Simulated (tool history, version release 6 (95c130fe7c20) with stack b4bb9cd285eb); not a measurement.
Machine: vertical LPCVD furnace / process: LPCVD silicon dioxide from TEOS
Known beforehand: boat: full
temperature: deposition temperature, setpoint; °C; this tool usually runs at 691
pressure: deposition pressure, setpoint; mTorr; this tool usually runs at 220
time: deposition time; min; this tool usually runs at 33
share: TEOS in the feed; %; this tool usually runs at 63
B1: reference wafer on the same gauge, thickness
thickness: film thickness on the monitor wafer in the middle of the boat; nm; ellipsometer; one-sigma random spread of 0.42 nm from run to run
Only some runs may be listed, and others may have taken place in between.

{"run": 1, "hour": 0.0, "temperature": 691, "pressure": 220, "time": 43.5, "share": 63, "B1": 180.09, "thickness": 215.39}
{"run": 2, "hour": 31.1, "temperature": 691, "pressure": 220, "time": 33, "share": 63, "B1": 179.91, "thickness": 164.18}
{"run": 3, "hour": 51.1, "temperature": 691, "pressure": 220, "time": 33, "share": 63, "B1": 179.9, "thickness": 163.76}
{"run": 4, "hour": 81.0, "temperature": 691, "pressure": 220, "time": 33, "share": 63, "B1": 180.19, "thickness": 163.72}
{"run": 5, "hour": 111.7, "temperature": 691, "pressure": 220, "time": 33, "share": 63, "B1": 180.01, "thickness": 164.99}
{"hour": 143.0, "done": "thermocouples replaced and temperature profile calibrated"}
{"run": 6, "hour": 143.5, "temperature": 685, "pressure": 220, "time": 33, "share": 63, "B1": 179.91, "thickness": 131.87}
{"hour": 178.1, "done": "TEOS flow controller replaced"}
{"run": 7, "hour": 178.6, "temperature": 685, "pressure": 220, "time": 33, "share": 63, "B1": 179.97, "thickness": 132.09}
{"hour": 218.9, "done": "pressure gauge zeroed"}
{"run": 8, "hour": 219.4, "temperature": 685, "pressure": 220, "time": 33, "share": 63, "B1": 179.95, "thickness": 132.27}
{"run": 9, "hour": 224.5, "temperature": 691, "pressure": 220, "time": 33, "share": 63, "B1": 179.92, "thickness": 152.94}
{"run": 10, "hour": 231.4, "temperature": 698, "pressure": 220, "time": 42.5, "share": 63, "B1": 180.09, "thickness": 232.48}
{"run": 11, "hour": 262.3, "temperature": 691, "pressure": 180, "time": 33, "share": 57, "B1": 179.93, "thickness": 130.64}
{"hour": 265.4, "done": "gauge calibrated"}
{"run": 12, "hour": 285.9, "temperature": 684, "pressure": 220, "time": 33, "share": 63, "B1": 180.1, "thickness": 128.84}
{"run": 13, "hour": 303.2, "temperature": 699, "pressure": 255, "time": 33, "share": 72, "B1": 180.04, "thickness": 211.42}
{"run": 14, "hour": 331.8, "temperature": 696, "pressure": 260, "time": 24, "share": 56, "B1": 180, "thickness": 128.57}
{"run": 15, "hour": 363.0, "temperature": 691, "pressure": 165, "time": 24.5, "share": 54, "B1": 179.81, "thickness": 90.7}
{"run": 16, "hour": 395.9, "temperature": 691, "pressure": 220, "time": 33, "share": 63, "B1": 179.99, "thickness": 151.94}
{"run": 17, "hour": 416.0, "temperature": 691, "pressure": 220, "time": 33, "share": 63, "B1": 179.94, "thickness": 152.47}
{"run": 18, "hour": 440.9, "temperature": 691, "pressure": 245, "time": 33, "share": 63, "B1": 179.96, "thickness": 160.98}
{"run": 19, "hour": 460.1, "temperature": 691, "pressure": 220, "time": 33, "share": 57, "B1": 179.95, "thickness": 145.09}

List, for all runs, the conditions of the tool that the log does not record:
true pressure minus gauge reading, mTorr: 0 on each run
deviation of the TEOS flow from its setpoint, %: 0 on each run
gauge reads high (%): 0 on each run
H1: true tube temperature minus thermocouple reading, K
run=1 H1=3.4
run=2 H1=3.47
run=3 H1=3.51
run=4 H1=3.58
run=5 H1=3.64
run=6 H1=0.42
run=7 H1=0.421
run=8 H1=0.423
run=9 H1=0.423
run=10 H1=0.424
run=11 H1=0.426
run=12 H1=0.429
run=13 H1=0.431
run=14 H1=0.435
run=15 H1=0.44
run=16 H1=0.447
run=17 H1=0.451
run=18 H1=0.457
run=19 H1=0.462

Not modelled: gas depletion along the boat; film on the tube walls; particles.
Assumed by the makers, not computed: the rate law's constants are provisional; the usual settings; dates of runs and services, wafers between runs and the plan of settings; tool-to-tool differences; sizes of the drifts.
